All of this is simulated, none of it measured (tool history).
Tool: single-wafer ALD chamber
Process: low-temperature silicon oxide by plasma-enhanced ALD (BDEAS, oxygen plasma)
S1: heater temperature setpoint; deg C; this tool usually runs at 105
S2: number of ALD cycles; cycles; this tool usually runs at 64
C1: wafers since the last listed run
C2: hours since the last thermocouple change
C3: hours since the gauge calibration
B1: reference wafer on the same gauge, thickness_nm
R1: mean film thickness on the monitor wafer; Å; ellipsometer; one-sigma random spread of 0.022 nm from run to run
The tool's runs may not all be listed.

| run | hour | S1 | S2 | C1 | C2 | C3 | B1 | R1 |
|---|---|---|---|---|---|---|---|---|
| 1 | 0.0 | 99 | 64 | 0 | 2545.8 | 236.3 | 8.311 | 89.42 |
| 2 | 11.2 | 99 | 64 | 39 | 2557.0 | 247.5 | 8.303 | 90.16 |
| 3 | 23.7 | 114 | 64 | 44 | 2569.5 | 260.0 | 8.318 | 87.82 |
| 4 | 32.5 | 114 | 64 | 30 | 2578.3 | 268.8 | 8.300 | 87.83 |
| 5 | 46.2 | 114 | 64 | 48 | 2592.0 | 282.5 | 8.308 | 87.72 |
| 6 | 59.2 | 113 | 60 | 45 | 2605.0 | 295.5 | 8.314 | 82.09 |
| 7 | 68.6 | 105 | 64 | 33 | 2614.4 | 304.9 | 8.312 | 88.62 |
| 8 | 85.7 | 105 | 64 | 60 | 2631.5 | 322.0 | 8.310 | 88.49 |
| 9 | 98.3 | 105 | 64 | 44 | 2644.1 | 334.6 | 8.310 | 89.31 |
| 10 | 119.6 | 116 | 60 | 74 | 2665.4 | 355.9 | 8.309 | 82.03 |
| 11 | 134.4 | 116 | 60 | 52 | 2680.2 | 370.7 | 8.310 | 82.26 |
| 12 | 142.8 | 105 | 64 | 29 | 2688.6 | 379.1 | 8.316 | 89.23 |
| 13 | 151.6 | 105 | 64 | 30 | 2697.4 | 387.9 | 8.304 | 89.08 |
|  | 153.1 | gauge calibrated |
| 14 | 162.8 | 105 | 58 | 39 | 2708.6 | 9.7 | 8.311 | 80.90 |
| 15 | 173.0 | 105 | 58 | 35 | 2718.8 | 19.9 | 8.303 | 80.60 |
| 16 | 184.1 | 105 | 58 | 39 | 2729.9 | 31.0 | 8.312 | 80.83 |
| 17 | 195.1 | 105 | 64 | 38 | 2740.9 | 42.0 | 8.314 | 89.23 |
| 18 | 210.3 | 113 | 64 | 53 | 2756.1 | 57.2 | 8.302 | 87.93 |
|  | 228.2 | thermocouple changed; heater temperature recalibrated |
| 19 | 228.7 | 94 | 58 | 36 | 0.5 | 75.6 | 8.307 | 82.39 |
| 20 | 230.5 | 115 | 56 | 6 | 2.3 | 77.4 | 8.305 | 76.33 |
| 21 | 242.7 | 105 | 64 | 42 | 14.5 | 89.6 | 8.311 | 89.60 |
| 22 | 258.9 | 116 | 52 | 57 | 30.7 | 105.8 | 8.305 | 70.83 |
| 23 | 267.2 | 110 | 76 | 29 | 39.0 | 114.1 | 8.307 | 104.68 |
| 24 | 274.1 | 105 | 64 | 24 | 45.9 | 121.0 | 8.308 | 88.97 |
| 25 | 290.0 | 96 | 70 | 55 | 61.8 | 136.9 | 8.305 | 99.47 |
| 26 | 298.0 | 105 | 64 | 28 | 69.8 | 144.9 | 8.309 | 88.85 |
| 27 | 304.4 | 114 | 72 | 22 | 76.2 | 151.3 | 8.301 | 99.04 |
| 28 | 316.7 | 105 | 64 | 43 | 88.5 | 163.6 | 8.316 | 89.45 |
| 29 | 328.1 | 105 | 64 | 40 | 99.9 | 175.0 | 8.310 | 89.24 |
| 30 | 335.5 | 114 | 55 | 26 | 107.3 | 182.4 | 8.316 | 75.49 |
| 31 | 347.4 | 92 | 72 | 41 | 119.2 | 194.3 | 8.307 | 103.11 |
| 32 | 358.3 | 105 | 57 | 38 | 130.1 | 205.2 | 8.310 | 79.34 |

Across each entry between runs, compare the hidden state at the last listed run before it with the hidden state at the first listed run after it:
After run 13, before run 14: gauge calibrated (hour 153.1)
  nothing in the hidden state changes from one run to the other
After run 18, before run 19: thermocouple changed; heater temperature recalibrated (hour 228.2)
  nothing in the hidden state changes from one run to the other
